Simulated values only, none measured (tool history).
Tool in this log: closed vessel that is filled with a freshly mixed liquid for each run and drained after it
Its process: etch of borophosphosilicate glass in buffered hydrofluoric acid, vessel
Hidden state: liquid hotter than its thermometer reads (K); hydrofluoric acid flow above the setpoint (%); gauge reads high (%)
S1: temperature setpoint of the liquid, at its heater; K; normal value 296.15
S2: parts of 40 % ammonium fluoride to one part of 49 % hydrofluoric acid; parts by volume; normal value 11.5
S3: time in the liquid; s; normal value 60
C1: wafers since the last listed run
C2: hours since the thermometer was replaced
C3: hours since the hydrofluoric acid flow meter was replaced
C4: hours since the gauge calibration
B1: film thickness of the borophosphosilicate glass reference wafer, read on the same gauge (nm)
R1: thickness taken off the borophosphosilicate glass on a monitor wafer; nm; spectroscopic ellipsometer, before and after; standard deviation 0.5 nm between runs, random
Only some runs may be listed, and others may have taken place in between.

run    hour      S1    S2  S3     C1     C2      C3      C4      B1     R1
  1       0  296.15  11.5  60      0  637.5  1003.3    1349  130.02  59.75
         23  -- thermometer replaced
       28.6  -- gauge calibrated
  2    55.7  296.15  11.5  60   7658   32.7    1059    27.1  129.97  54.95
  3   134.8  296.15  11.5  60  11074  111.8  1138.1   106.2  129.96  56.06
  4   179.5  296.15  11.5  60   6258  156.5  1182.8   150.9  129.97  57.69
  5   231.6  296.15  11.5  60   7294  208.6  1234.9     203     130  56.25
  6   290.9  296.15  11.5  60   8302  267.9  1294.2   262.3  130.01  56.94
      353.4  -- hydrofluoric acid flow meter replaced
  7   355.3  296.15  11.5  60   8876  332.3     1.9   326.7  129.99  57.26
  8   408.6  294.15  11.5  60   7462  385.6    55.2     380     130  50.99
  9   551.9  294.15  11.5  60  20062  528.9   198.5   523.3     130  52.08
 10   643.3  294.15  11.5  60  12796  620.3   289.9   614.7  129.98   52.6
      689.6  -- thermometer replaced
 11   732.8  296.15  11.5  60  12390   43.2   379.4   704.2     130  55.68
 12   774.6  296.15  11.5  60   5852     85   421.2     746     130  56.15
 13     868  296.15  11.5  60  13076  178.4   514.6   839.4  130.01  56.54
 14   910.9  292.65   8.5  60   6006  221.3   557.5   882.3     130  60.19
 15   988.8  292.65   8.5  60  10906  299.2   635.4   960.2  129.95  61.29
 16  1052.6  292.15  11.5  30   8932    363   699.2    1024  129.97  22.71
 17  1147.7  296.15  13.5  60  13314  458.1   794.3  1119.1  129.97  49.11
     1355.6  -- thermometer replaced
 18  1458.6  292.65   8.5  60  43388    103  1105.2    1430  129.97  60.26
       1539  -- gauge calibrated
 19  1550.5  292.15  13.5  30  12866  194.9  1197.1    11.5  129.98   19.1
 20  1598.3  296.15  11.5  60   6692  242.7  1244.9    59.3  129.97  57.22
 21    1691  296.15  11.5  75  12978  335.4  1337.6     152  129.98  72.41
 22  1737.7  296.15  11.5  60   6538  382.1  1384.3   198.7  129.98   56.7
       1809  -- hydrofluoric acid flow meter replaced
 23  1824.3  294.15  11.5  60  11984  468.7    15.3   285.3  129.94  51.75
 24  1922.9  298.65  11.5  45  13804  567.3   113.9   383.9     130   48.7
 25  1973.5  294.65  13.5  85   7084  617.9   164.5   434.5  129.98  64.03
       2011  -- thermometer replaced
 26  2046.7  296.15  15.5  60  10108   35.7   237.7   507.7  129.97  41.56
 27  2115.4  299.15    14  60   9618  104.4   306.4   576.4  130.01  54.15
 28  2211.4  294.15    13  60  13440  200.4   402.4   672.4  130.02  45.66
 29  2253.2  294.15    13  60   5852  242.2   444.2   714.2  129.97   45.3
 30  2374.7  300.65  11.5  60  17010  363.7   565.7   835.7  130.03  73.33
 31  2413.4  296.15    10  50   5418  402.4   604.4   874.4  130.01  54.81
 32  2472.2  296.15    13  90   8232  461.2   663.2   933.2  129.99  76.73

Below are 3 alternative next runs, each starting from the tool's condition after run 32. Predict each:
  A  2472.9  296.15  11.5  60  98  461.9  663.9  933.9   ?   ?
  B  2472.9  296.15     9  60  98  461.9  663.9  933.9   ?   ?
  C  2472.9  299.15   8.5  85  98  461.9  663.9  933.9   ?   ?

run      B1      R1
  A  129.97   57.17
  B  129.97   70.14
  C  129.97  124.18
Without the tool's unlogged condition, the same runs would have read:
run      R1
  A   55.02
  B    67.5
  C  119.59
